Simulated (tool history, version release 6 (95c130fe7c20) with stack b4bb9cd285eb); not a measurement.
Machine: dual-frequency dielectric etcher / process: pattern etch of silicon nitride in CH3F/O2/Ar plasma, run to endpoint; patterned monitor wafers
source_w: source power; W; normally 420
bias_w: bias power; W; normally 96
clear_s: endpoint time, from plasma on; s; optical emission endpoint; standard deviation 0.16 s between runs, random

run,hour,source_w,bias_w,"incoming incoming film thickness, nm",clear_s
1,0.0,480,96,43.65,53.2
2,33.8,480,96,42.86,52.5
3,61.6,420,96,43.76,56.1
4,196.3,420,96,42.90,55.6
5,247.9,420,96,43.34,56.1
6,317.4,420,96,43.08,56.6
7,361.3,420,96,43.37,56.8
# hour 391.2: source power generator calibrated
# hour 400.0: wet clean of the chamber
# hour 444.0: upper electrode replaced
8,444.5,420,96,43.02,53.9
9,460.9,420,96,43.64,54.8
10,514.6,420,96,43.39,54.7
11,576.7,420,96,42.96,54.2
12,627.2,380,96,43.27,56.9
# hour 654.8: bias power generator calibrated
13,665.9,420,96,43.35,55.3
14,712.2,420,96,43.10,55.3
15,824.1,450,88,43.03,55.3
# hour 884.4: wet clean of the chamber
16,884.9,460,76,43.03,55.1
17,939.0,360,116,43.61,55.5
18,1007.9,320,76,43.47,63.1
19,1068.5,350,83,43.43,60.7
20,1107.5,460,96,43.99,54.7
21,1134.8,370,73,42.96,60.7
22,1183.4,420,96,43.48,56.0

Below are 5 alternative next runs, each starting from the tool's condition after run 22. Predict each:
A,1183.8,420,82,43.55,?
B,1183.8,500,96,43.55,?
C,1183.8,360,108,43.55,?
D,1183.8,420,75,43.55,?
E,1183.8,520,107,43.55,?

run,clear_s
A,57.7
B,52.7
C,57.2
D,58.7
E,50.8
Without the tool's unlogged condition, the same runs would have read:
run,clear_s
A,56.3
B,51.4
C,55.8
D,57.3
E,49.5
